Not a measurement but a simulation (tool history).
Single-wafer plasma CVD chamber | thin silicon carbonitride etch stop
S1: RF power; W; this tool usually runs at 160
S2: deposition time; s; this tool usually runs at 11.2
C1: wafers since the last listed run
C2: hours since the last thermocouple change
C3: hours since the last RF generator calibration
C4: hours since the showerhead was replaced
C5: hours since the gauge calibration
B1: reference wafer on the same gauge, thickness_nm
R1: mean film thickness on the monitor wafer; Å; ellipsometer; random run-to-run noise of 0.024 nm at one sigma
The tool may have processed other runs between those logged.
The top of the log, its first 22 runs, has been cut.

run 23 hour=521.2 | S1=150 S2=13.3 | C1=1033 C2=116.8 C3=87.6 C4=4411.2 C5=587.8 | B1=6.368 | R1=71.46
run 24 hour=556.3 | S1=130 S2=12.6 | C1=1281 C2=151.9 C3=122.7 C4=4446.3 C5=622.9 | B1=6.364 | R1=64.17
run 25 hour=581.2 | S1=135 S2=11.2 | C1=909 C2=176.8 C3=147.6 C4=4471.2 C5=647.8 | B1=6.36 | R1=57.46
-- hour=585.5 gauge calibrated
run 26 hour=602.7 | S1=160 S2=9.2 | C1=785 C2=198.3 C3=169.1 C4=4492.7 C5=17.2 | B1=6.368 | R1=50.07
-- hour=614.2 showerhead replaced
run 27 hour=632.2 | S1=130 S2=9 | C1=785 C2=227.8 C3=198.6 C4=18 C5=46.7 | B1=6.366 | R1=45.69
run 28 hour=652.9 | S1=170 S2=9 | C1=755 C2=248.5 C3=219.3 C4=38.7 C5=67.4 | B1=6.357 | R1=50.05
run 29 hour=679.1 | S1=180 S2=9.3 | C1=956 C2=274.7 C3=245.5 C4=64.9 C5=93.6 | B1=6.378 | R1=52.8
run 30 hour=702.1 | S1=175 S2=10.4 | C1=839 C2=297.7 C3=268.5 C4=87.9 C5=116.6 | B1=6.361 | R1=58.36

Forecast run 31:
run 31 hour=732.4 | S1=180 S2=11.2 | C1=1106 C2=328 C3=298.8 C4=118.2 C5=146.9 | B1=? | R1=?

For run 31 the tool returned B1 6.363, R1 63.55 Å.
Were there no unlogged condition in the tool, this run, its random variation unchanged, would have produced R1 64.61 Å.

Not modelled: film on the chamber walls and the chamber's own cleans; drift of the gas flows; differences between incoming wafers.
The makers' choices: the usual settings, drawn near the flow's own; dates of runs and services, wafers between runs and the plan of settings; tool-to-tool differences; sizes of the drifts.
